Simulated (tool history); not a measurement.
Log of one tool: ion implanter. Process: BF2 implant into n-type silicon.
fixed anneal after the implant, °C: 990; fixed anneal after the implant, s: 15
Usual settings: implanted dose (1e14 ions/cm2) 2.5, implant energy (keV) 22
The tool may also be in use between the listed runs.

run,day,implanted dose (1e14 ions/cm2),implant energy (keV),"read-back reference wafer on the same gauge, sheet resistance",sheet resistance of the implanted and annealed layer (ohm/square)
1,0,2.5,22,494.12,443.97
2,0.75,2.94,20,493.46,392.58
3,1.3,2.94,20,493.95,391.99
4,1.629,2.94,20,493.98,392.23
# day 2.088: gauge calibrated
5,3.183,2.5,26,494.05,440.34
6,3.758,2.5,26,494.05,440.44
7,5.154,2.5,22,494.06,445.49
8,5.567,2.5,22,494.2,446
9,6.262,2.5,22,493.77,446.12
10,6.788,2.5,22,494.22,445.72
11,7.221,2.5,22,493.98,446.65
12,7.725,2.5,22,494.16,445.44
13,8.308,2.5,22,494.21,447.81
14,8.658,2.5,22,494.32,446.37
# day 9.579: Faraday cup replaced and dose calibrated
15,9.6,2.5,26.5,494.39,425.02
16,9.896,3.04,18.5,493.76,372.3
17,10.638,3.04,18.5,493.58,373.79
# day 11.458: extraction supply calibrated
18,11.479,2.5,19.5,494.13,434.54
19,11.85,1.93,17.5,494.15,550.03
20,12.579,1.83,28.5,493.98,549.41
21,14.346,1.96,26.5,494.2,522.79
22,14.746,2.5,22,494.1,432.03
23,15.183,2.5,18,494.1,438.66
24,15.767,2.89,17.5,494.29,391.7
25,16.046,2.27,22,494.06,468.47
26,16.392,2.86,22,494.22,385.72
# day 16.571: gauge calibrated
27,16.933,2.5,16.5,493.65,444.5
28,17.371,1.95,28,493.71,523.52
29,18.025,2.5,29.5,494.14,425.44
30,18.417,3.12,25.5,493.96,356.17
31,18.779,1.99,25.5,493.55,519.29
32,19.396,2.01,22,493.98,518.9
33,20.083,2.5,26.5,494.35,427.38
34,20.475,2.5,22,494.01,433.41
35,20.792,2.8,15.5,493.98,411.06

Forecast each of these 5 alternatives for the next run:
A,20.808,2.5,22,?,?
B,20.808,2.76,20,?,?
C,20.808,2.87,22,?,?
D,20.808,2.27,17,?,?
E,20.808,2.12,17,?,?

run,"read-back reference wafer on the same gauge, sheet resistance",sheet resistance of the implanted and annealed layer (ohm/square)
A,494.06,432.4
B,494.06,401.65
C,494.06,385.73
D,494.06,481.03
E,494.06,510.08
Without the tool's hidden state the same runs would have given:
run,sheet resistance of the implanted and annealed layer (ohm/square)
A,429.39
B,398.94
C,383.12
D,477.64
E,506.42

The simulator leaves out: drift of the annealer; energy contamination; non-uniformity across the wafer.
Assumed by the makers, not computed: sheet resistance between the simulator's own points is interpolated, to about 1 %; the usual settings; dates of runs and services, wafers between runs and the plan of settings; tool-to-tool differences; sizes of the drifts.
